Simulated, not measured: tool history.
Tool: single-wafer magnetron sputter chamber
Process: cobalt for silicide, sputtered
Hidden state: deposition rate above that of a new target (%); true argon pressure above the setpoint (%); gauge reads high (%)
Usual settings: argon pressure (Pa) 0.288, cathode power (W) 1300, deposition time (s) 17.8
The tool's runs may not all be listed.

| run | hour | argon pressure (Pa) | cathode power (W) | deposition time (s) | wafers since the last listed run | wafers on the sputter target | hours since the last manometer calibration | hours since the magnet pack was replaced | hours since the gauge calibration | read-back reference wafer on the same gauge, thickness_nm | mean film thickness on the monitor wafer (nm) |
|---|---|---|---|---|---|---|---|---|---|---|---|
| 1 | 0 | 0.252 | 1050 | 17.8 | 0 | 4648 | 1570.9 | 5301.1 | 236.2 | 13.699 | 9.462 |
|  | 21 | sputter target and shields replaced |
| 2 | 32.3 | 0.288 | 1300 | 17.8 | 624 | 289 | 1603.2 | 5333.4 | 268.5 | 13.693 | 11.894 |
| 3 | 92 | 0.288 | 1300 | 17.8 | 1533 | 1822 | 1662.9 | 5393.1 | 328.2 | 13.692 | 11.646 |
| 4 | 118.8 | 0.288 | 1300 | 17.8 | 688 | 2510 | 1689.7 | 5419.9 | 355 | 13.701 | 11.563 |
| 5 | 186 | 0.288 | 1300 | 17.8 | 1725 | 4236 | 1756.9 | 5487.1 | 422.2 | 13.698 | 11.5 |
|  | 236.7 | sputter target and shields replaced |
| 6 | 244.6 | 0.288 | 1300 | 17.8 | 1299 | 201 | 1815.5 | 5545.7 | 480.8 | 13.707 | 11.78 |
| 7 | 274.3 | 0.288 | 1300 | 17.8 | 762 | 964 | 1845.2 | 5575.4 | 510.5 | 13.702 | 11.652 |
| 8 | 322.7 | 0.372 | 1300 | 16.1 | 1243 | 2207 | 1893.6 | 5623.8 | 558.9 | 13.694 | 9.947 |
| 9 | 358.8 | 0.372 | 1300 | 16.1 | 927 | 3134 | 1929.7 | 5659.9 | 595 | 13.697 | 9.958 |
| 10 | 386.9 | 0.288 | 1300 | 17.8 | 721 | 3856 | 1957.8 | 5688 | 623.1 | 13.714 | 11.493 |
| 11 | 412.1 | 0.288 | 1300 | 17.8 | 647 | 4503 | 1983 | 5713.2 | 648.3 | 13.694 | 11.478 |
|  | 476 | sputter target and shields replaced |
|  | 476.4 | gauge calibrated |
| 12 | 481.5 | 0.288 | 1300 | 17.8 | 1576 | 140 | 2052.4 | 5782.6 | 5.1 | 13.693 | 11.949 |
|  | 552.4 | magnet pack replaced |
| 13 | 552.9 | 0.393 | 1200 | 17.8 | 1628 | 1769 | 2123.8 | 0.5 | 76.5 | 13.707 | 10.137 |
|  | 567.6 | capacitance manometer re-zeroed and calibrated |
| 14 | 611.9 | 0.362 | 1300 | 18.9 | 1309 | 3079 | 44.3 | 59.5 | 135.5 | 13.693 | 11.749 |
| 15 | 660.4 | 0.288 | 1300 | 17.8 | 1245 | 4324 | 92.8 | 108 | 184 | 13.703 | 11.491 |
|  | 703.3 | sputter target and shields replaced |
| 16 | 718 | 0.288 | 1200 | 20.7 | 1273 | 376 | 150.4 | 165.6 | 241.6 | 13.701 | 12.69 |
| 17 | 771.3 | 0.203 | 1400 | 15.7 | 1368 | 1745 | 203.7 | 218.9 | 294.9 | 13.706 | 11.562 |
| 18 | 837.2 | 0.288 | 1050 | 17.8 | 1692 | 3437 | 269.6 | 284.8 | 360.8 | 13.701 | 9.27 |
|  | 884.3 | sputter target and shields replaced |
| 19 | 900.1 | 0.208 | 1000 | 14.8 | 1409 | 406 | 332.5 | 347.7 | 423.7 | 13.708 | 7.869 |
| 20 | 930.3 | 0.182 | 1000 | 17.8 | 775 | 1181 | 362.7 | 377.9 | 453.9 | 13.706 | 9.484 |
| 21 | 967.1 | 0.288 | 1300 | 16 | 945 | 2126 | 399.5 | 414.7 | 490.7 | 13.716 | 10.353 |
| 22 | 991.4 | 0.288 | 1550 | 19.5 | 624 | 2751 | 423.8 | 439 | 515 | 13.71 | 14.932 |
| 23 | 1016.8 | 0.288 | 1300 | 17.8 | 652 | 3403 | 449.2 | 464.4 | 540.4 | 13.707 | 11.488 |
|  | 1064.2 | sputter target and shields replaced |
| 24 | 1064.7 | 0.288 | 1300 | 16.7 | 1024 | 11 | 497.1 | 512.3 | 588.3 | 13.712 | 11.121 |

Forecast each of these 5 alternatives for the next run:
| A | 1065.1 | 0.288 | 1300 | 17.8 | 10 | 22 | 497.5 | 512.7 | 588.7 | ? | ? |
| B | 1065.1 | 0.205 | 1300 | 21 | 10 | 22 | 497.5 | 512.7 | 588.7 | ? | ? |
| C | 1065.1 | 0.288 | 1300 | 19.6 | 10 | 22 | 497.5 | 512.7 | 588.7 | ? | ? |
| D | 1065.1 | 0.402 | 1300 | 17.8 | 10 | 22 | 497.5 | 512.7 | 588.7 | ? | ? |
| E | 1065.1 | 0.185 | 1550 | 19.4 | 10 | 22 | 497.5 | 512.7 | 588.7 | ? | ? |

| run | read-back reference wafer on the same gauge, thickness_nm | mean film thickness on the monitor wafer (nm) |
|---|---|---|
| A | 13.698 | 11.838 |
| B | 13.698 | 14.605 |
| C | 13.698 | 13.035 |
| D | 13.698 | 11.146 |
| E | 13.698 | 16.263 |
Without the tool's hidden state the same runs would have given:
| run | mean film thickness on the monitor wafer (nm) |
|---|---|
| A | 11.87 |
| B | 14.645 |
| C | 13.071 |
| D | 11.176 |
| E | 16.307 |

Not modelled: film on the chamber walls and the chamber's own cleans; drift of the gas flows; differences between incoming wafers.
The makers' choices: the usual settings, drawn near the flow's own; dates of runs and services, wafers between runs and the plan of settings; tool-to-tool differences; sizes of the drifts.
